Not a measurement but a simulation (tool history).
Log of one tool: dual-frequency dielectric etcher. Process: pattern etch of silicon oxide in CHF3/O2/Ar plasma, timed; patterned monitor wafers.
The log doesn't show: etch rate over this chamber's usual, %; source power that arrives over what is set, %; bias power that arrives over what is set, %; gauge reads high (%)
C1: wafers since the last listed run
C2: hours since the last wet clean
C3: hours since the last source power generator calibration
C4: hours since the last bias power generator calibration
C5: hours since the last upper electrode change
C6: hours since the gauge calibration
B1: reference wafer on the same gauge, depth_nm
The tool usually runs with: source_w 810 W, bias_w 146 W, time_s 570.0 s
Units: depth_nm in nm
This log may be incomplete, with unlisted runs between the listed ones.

Run 1, day 0.000: usual settings but bias_w 138 W; C1 0; C2 374.2; C3 3760.9; C4 4335.8; C5 2982.9; C6 0.1; B1 1191.1. Result: depth_nm 1028.6 nm.
Run 2, day 1.158: usual settings but bias_w 138 W; C1 87; C2 402.0; C3 3788.7; C4 4363.6; C5 3010.7; C6 27.9; B1 1190.1. Result: depth_nm 1025.5 nm.
Run 3, day 2.458: usual settings; C1 98; C2 433.2; C3 3819.9; C4 4394.8; C5 3041.9; C6 59.1; B1 1189.6. Result: depth_nm 1052.6 nm.
Run 4, day 4.600: usual settings; C1 161; C2 484.6; C3 3871.3; C4 4446.2; C5 3093.3; C6 110.5; B1 1189.8. Result: depth_nm 1049.2 nm.
Run 5, day 6.133: usual settings; C1 115; C2 521.4; C3 3908.1; C4 4483.0; C5 3130.1; C6 147.3; B1 1189.0. Result: depth_nm 1028.6 nm.
Run 6, day 7.196: usual settings but time_s 669.5 s; C1 80; C2 546.9; C3 3933.6; C4 4508.5; C5 3155.6; C6 172.8; B1 1188.6. Result: depth_nm 1198.2 nm.
At day 10.138: wet clean of the chamber.
Run 7, day 10.158: usual settings but source_w 720 W, bias_w 128 W; C1 148; C2 0.5; C3 4004.7; C4 4579.6; C5 3226.7; C6 243.9; B1 1189.7. Result: depth_nm 963.2 nm.
Run 8, day 10.858: usual settings; C1 52; C2 17.3; C3 4021.5; C4 4596.4; C5 3243.5; C6 260.7; B1 1190.8. Result: depth_nm 1076.0 nm.
Run 9, day 13.096: usual settings; C1 169; C2 71.0; C3 4075.2; C4 4650.1; C5 3297.2; C6 314.4; B1 1191.5. Result: depth_nm 1084.5 nm.
Run 10, day 15.500: usual settings; C1 181; C2 128.7; C3 4132.9; C4 4707.8; C5 3354.9; C6 372.1; B1 1189.9. Result: depth_nm 1081.2 nm.
Run 11, day 18.296: usual settings but time_s 444.0 s; C1 211; C2 195.8; C3 4200.0; C4 4774.9; C5 3422.0; C6 439.2; B1 1192.4. Result: depth_nm 837.3 nm.
Run 12, day 20.350: usual settings but time_s 444.0 s; C1 155; C2 245.1; C3 4249.3; C4 4824.2; C5 3471.3; C6 488.5; B1 1187.1. Result: depth_nm 818.5 nm.
Run 13, day 21.467: usual settings; C1 84; C2 271.9; C3 4276.1; C4 4851.0; C5 3498.1; C6 515.3; B1 1189.1. Result: depth_nm 1063.1 nm.
At day 21.688: source power generator calibrated.
Run 14, day 22.550: usual settings but source_w 1010 W, time_s 401.0 s; C1 69; C2 297.9; C3 20.7; C4 4877.0; C5 3524.1; C6 541.3; B1 1191.8. Result: depth_nm 841.6 nm.
Run 15, day 23.754: usual settings; C1 91; C2 326.8; C3 49.6; C4 4905.9; C5 3553.0; C6 570.2; B1 1191.8. Result: depth_nm 1041.6 nm.
At day 25.721: bias power generator calibrated.
Run 16, day 27.833: usual settings but source_w 640 W; C1 295; C2 424.7; C3 147.5; C4 50.7; C5 3650.9; C6 668.1; B1 1190.4. Result: depth_nm 897.4 nm.
Run 17, day 29.262: usual settings but source_w 930 W, time_s 694.5 s; C1 108; C2 459.0; C3 181.8; C4 85.0; C5 3685.2; C6 702.4; B1 1189.9. Result: depth_nm 1380.8 nm.

What will run 18 give?
Run 18, day 31.383: usual settings but source_w 980 W, bias_w 173 W, time_s 515.0 s; C1 160; C2 509.9; C3 232.7; C4 135.9; C5 3736.1; C6 753.3; B1 ?. Result: depth_nm ?.

{"run 18": {"B1": 1187.9, "depth_nm": 1112.5}}
With the hidden condition absent and the run-to-run variation left alone, this run would have shown depth_nm 1156.9 nm.

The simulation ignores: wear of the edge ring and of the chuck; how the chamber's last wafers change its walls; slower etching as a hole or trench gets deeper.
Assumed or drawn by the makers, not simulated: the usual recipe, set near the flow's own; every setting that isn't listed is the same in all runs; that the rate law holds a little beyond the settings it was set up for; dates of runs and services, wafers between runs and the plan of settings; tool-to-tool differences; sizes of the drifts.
